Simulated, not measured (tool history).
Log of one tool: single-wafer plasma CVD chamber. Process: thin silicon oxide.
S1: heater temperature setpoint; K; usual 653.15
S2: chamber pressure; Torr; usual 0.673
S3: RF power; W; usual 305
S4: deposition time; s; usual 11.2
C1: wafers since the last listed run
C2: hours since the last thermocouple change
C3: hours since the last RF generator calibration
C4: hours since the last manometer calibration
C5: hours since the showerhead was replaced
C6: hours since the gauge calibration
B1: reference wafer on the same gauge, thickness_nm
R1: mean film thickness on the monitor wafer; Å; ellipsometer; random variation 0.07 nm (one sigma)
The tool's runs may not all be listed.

run,day,S1,S2,S3,S4,C1,C2,C3,C4,C5,C6,B1,R1
1,0.000,653.15,0.673,305,11.2,0,638.6,2045.0,1558.5,2188.4,531.9,17.519,170.39
2,4.350,653.15,0.673,275,9.6,3952,743.0,2149.4,1662.9,2292.8,636.3,17.480,139.49
3,6.425,653.15,0.673,305,9.4,1885,792.8,2199.2,1712.7,2342.6,686.1,17.492,143.27
4,10.592,653.15,0.673,305,9.4,3786,892.8,2299.2,1812.7,2442.6,786.1,17.490,143.54
5,12.692,653.15,0.673,305,11.2,1908,943.2,2349.6,1863.1,2493.0,836.5,17.477,169.05
6,16.379,653.15,0.673,320,11.2,3350,1031.7,2438.1,1951.6,2581.5,925.0,17.493,173.08
7,19.438,653.15,0.673,320,11.2,2778,1105.1,2511.5,2025.0,2654.9,998.4,17.491,173.50
8,23.371,653.15,0.673,305,11.2,3574,1199.5,2605.9,2119.4,2749.3,1092.8,17.497,171.00
9,26.200,653.15,0.673,305,11.2,2570,1267.4,2673.8,2187.3,2817.2,1160.7,17.504,168.56
# day 28.508: capacitance manometer re-zeroed and calibrated
10,29.146,653.15,0.673,305,11.2,2373,1338.1,2744.5,15.3,2887.9,1231.4,17.497,164.68
# day 30.871: RF generator calibrated
11,30.921,653.15,0.673,305,11.2,1309,1380.7,1.2,57.9,2930.5,1274.0,17.490,171.01
12,32.608,653.15,0.719,305,11.2,1533,1421.2,41.7,98.4,2971.0,1314.5,17.518,182.21
13,35.604,661.15,0.673,305,13.1,2722,1493.1,113.6,170.3,3042.9,1386.4,17.509,197.47
# day 38.696: gauge calibrated
14,39.750,648.15,0.592,275,13.0,3767,1592.6,213.1,269.8,3142.4,25.3,17.511,168.31
15,43.850,668.15,0.673,305,11.2,3725,1691.0,311.5,368.2,3240.8,123.7,17.490,168.68
16,46.550,662.15,0.529,245,10.6,2453,1755.8,376.3,433.0,3305.6,188.5,17.480,115.24
# day 47.662: thermocouple changed; heater temperature recalibrated
17,48.417,653.15,0.673,305,11.2,1393,18.1,421.1,477.8,3350.4,233.3,17.495,171.59
18,52.892,643.15,0.575,255,12.0,4066,125.5,528.5,585.2,3457.8,340.7,17.483,146.26
# day 53.358: showerhead replaced
19,65.879,653.15,0.673,305,11.2,11498,437.2,840.2,896.9,300.5,652.4,17.488,171.45
20,68.854,653.15,0.719,305,11.2,2703,508.6,911.6,968.3,371.9,723.8,17.478,181.99

5 ways to go on from here, each from the tool as it stands after run 20. What would each give?
A,68.871,653.15,0.673,305,11.2,15,509.0,912.0,968.7,372.3,724.2,?,?
B,68.871,657.15,0.673,305,11.2,15,509.0,912.0,968.7,372.3,724.2,?,?
C,68.871,653.15,0.673,305,9.5,15,509.0,912.0,968.7,372.3,724.2,?,?
D,68.871,653.15,0.836,305,12.2,15,509.0,912.0,968.7,372.3,724.2,?,?
E,68.871,653.15,0.778,275,11.2,15,509.0,912.0,968.7,372.3,724.2,?,?

run,B1,R1
A,17.492,170.10
B,17.492,169.62
C,17.492,144.35
D,17.492,226.63
E,17.492,187.65
Without the tool's hidden state the same runs would have given:
run,R1
A,170.03
B,169.55
C,144.29
D,227.09
E,187.94
